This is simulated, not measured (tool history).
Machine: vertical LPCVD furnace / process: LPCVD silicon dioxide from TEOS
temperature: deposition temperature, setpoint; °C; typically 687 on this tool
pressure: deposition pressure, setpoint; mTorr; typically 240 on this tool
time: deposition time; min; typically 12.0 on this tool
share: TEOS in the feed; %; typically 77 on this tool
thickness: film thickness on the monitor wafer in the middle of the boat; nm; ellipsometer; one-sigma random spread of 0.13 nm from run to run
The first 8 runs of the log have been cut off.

run	hour	temperature	pressure	time	share	read-back reference wafer on the same gauge, thickness	thickness
9	869.1	676	240	12.0	77	57.40	49.05
10	917.9	687	210	9.5	77	57.42	47.29
11	996.2	678	270	10.5	77	57.41	47.85
12	1083.0	694	180	9.0	82	57.38	50.52
13	1166.2	696	240	12.0	77	57.43	79.43
14	1221.2	691	275	8.5	77	57.39	53.48
# hour 1273.3: thermocouples replaced and temperature profile calibrated
15	1273.7	687	240	16.0	82	57.43	87.87
16	1318.3	687	240	12.0	77	57.43	64.21
17	1401.7	687	240	15.5	85	57.37	87.13
18	1501.9	687	255	12.0	87	57.39	70.24
19	1545.1	698	290	9.0	77	57.44	68.44
20	1586.5	687	255	12.0	87	57.41	70.00
21	1633.4	684	185	12.0	77	57.40	52.40
22	1701.2	687	240	15.5	77	57.41	83.02
# hour 1730.7: gauge calibrated
23	1767.5	687	275	12.0	65	57.35	63.18
24	1823.8	687	240	12.0	77	57.39	63.85
25	1930.2	676	240	12.0	77	57.41	49.18
26	2012.5	693	240	12.0	77	57.41	73.96
27	2084.8	698	255	15.5	71	57.39	105.91
28	2142.3	687	240	12.0	77	57.35	63.86
29	2204.0	687	195	12.0	77	57.38	57.82
30	2303.0	687	240	12.0	77	57.39	64.11
31	2378.9	687	260	12.0	77	57.41	66.36
32	2471.7	687	265	16.5	77	57.38	92.41

Branching from run 32: 3 alternative next runs. What would each branch give?
A	2475.0	687	240	12.0	77	?	?
B	2475.0	687	195	14.5	65	?	?
C	2475.0	676	240	12.0	70	?	?

run	read-back reference wafer on the same gauge, thickness	thickness
A	57.37	63.97
B	57.37	64.01
C	57.37	46.75
With the hidden condition removed and each run's random variation left untouched, the same runs would have given:
run	thickness
A	63.97
B	64.01
C	46.75

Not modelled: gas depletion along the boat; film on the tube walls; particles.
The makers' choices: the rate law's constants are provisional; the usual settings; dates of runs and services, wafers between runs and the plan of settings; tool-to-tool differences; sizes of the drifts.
